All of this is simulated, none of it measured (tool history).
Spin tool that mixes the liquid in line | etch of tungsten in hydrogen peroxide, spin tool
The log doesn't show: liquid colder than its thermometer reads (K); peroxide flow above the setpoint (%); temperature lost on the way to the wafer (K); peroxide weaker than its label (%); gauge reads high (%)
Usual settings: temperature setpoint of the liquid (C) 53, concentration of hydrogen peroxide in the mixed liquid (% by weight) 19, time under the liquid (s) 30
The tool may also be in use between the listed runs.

run,hour,temperature setpoint of the liquid (C),concentration of hydrogen peroxide in the mixed liquid (% by weight),time under the liquid (s),wafers since the last listed run,hours since the thermometer was replaced,hours since the peroxide flow meter was replaced,hours since the heated supply line was repaired,hours since the drum of peroxide was connected,hours since the gauge calibration,"read-back film thickness of the tungsten reference wafer, read on the same gauge (nm)",thickness taken off the tungsten on a monitor wafer (Å)
1,0,59,17.5,30,0,995.8,1461.8,2571.9,324.4,465.4,70.01,418.2
# hour 27.1: new drum of peroxide connected
2,31.8,59,17.5,30,478,1027.6,1493.6,2603.7,4.7,497.2,69.98,420.2
3,44.4,59,17.5,30,195,1040.2,1506.2,2616.3,17.3,509.8,69.99,416.9
4,77,53,17.5,30,506,1072.8,1538.8,2648.9,49.9,542.4,69.98,294.2
5,106.2,53,17.5,30,453,1102,1568,2678.1,79.1,571.6,69.99,293.2
6,132.9,53,19,40,414,1128.7,1594.7,2704.8,105.8,598.3,70,405.7
7,165.7,53,21,30,509,1161.5,1627.5,2737.6,138.6,631.1,70.01,321.5
# hour 227.4: gauge calibrated
8,229.5,53,21,30,990,1225.3,1691.3,2801.4,202.4,2.1,70.01,322.3
# hour 236.2: heated supply line repaired
# hour 239.2: thermometer replaced
9,258.2,53,21,30,414,19,1720,22,231.1,30.8,70.01,323.4
10,277.3,53,19,35,296,38.1,1739.1,41.1,250.2,49.9,70,357.6
11,293.5,53,19,30,251,54.3,1755.3,57.3,266.4,66.1,70.01,308.4
# hour 295.6: peroxide flow meter replaced
12,319.8,50,16.5,20,392,80.6,24.2,83.6,292.7,92.4,70.01,164.6
13,341.2,53,19,30,332,102,45.6,105,314.1,113.8,70,317.1
# hour 342.3: new drum of peroxide connected
14,377.7,53,21,30,551,138.5,82.1,141.5,35.4,150.3,70,335.3
15,394.4,60,16,35,259,155.2,98.8,158.2,52.1,167,70,512.7
# hour 414.7: peroxide flow meter replaced, repeated, since the last time left the tool worse
16,428,53,13.5,40,506,188.8,13.3,191.8,85.7,200.6,70.02,332.7
17,441,61.5,19,15,201,201.8,26.3,204.8,98.7,213.6,69.96,244
18,467.5,45,19,30,411,228.3,52.8,231.3,125.2,240.1,70.01,181
19,499.7,58,22.5,30,499,260.5,85,263.5,157.4,272.3,70.01,430.6
20,518.5,53,19,30,291,279.3,103.8,282.3,176.2,291.1,70.01,298.7
21,547.4,53,19,30,448,308.2,132.7,311.2,205.1,320,70.03,294
22,562.9,53,22,30,240,323.7,148.2,326.7,220.6,335.5,69.99,319.1

4 ways to go on from here, each from the tool as it stands after run 22. What would each give?
A,563.3,53,19,20,6,324.1,148.6,327.1,221,335.9,?,?
B,563.3,43.5,20.5,15,6,324.1,148.6,327.1,221,335.9,?,?
C,563.3,48.5,19,20,6,324.1,148.6,327.1,221,335.9,?,?
D,563.3,48,19,35,6,324.1,148.6,327.1,221,335.9,?,?

run,"read-back film thickness of the tungsten reference wafer, read on the same gauge (nm)",thickness taken off the tungsten on a monitor wafer (Å)
A,70,199.2
B,70,86.3
C,70,151.5
D,70,257
Without the tool's hidden state the same runs would have given:
run,thickness taken off the tungsten on a monitor wafer (Å)
A,197.9
B,85.7
C,150.5
D,255.3
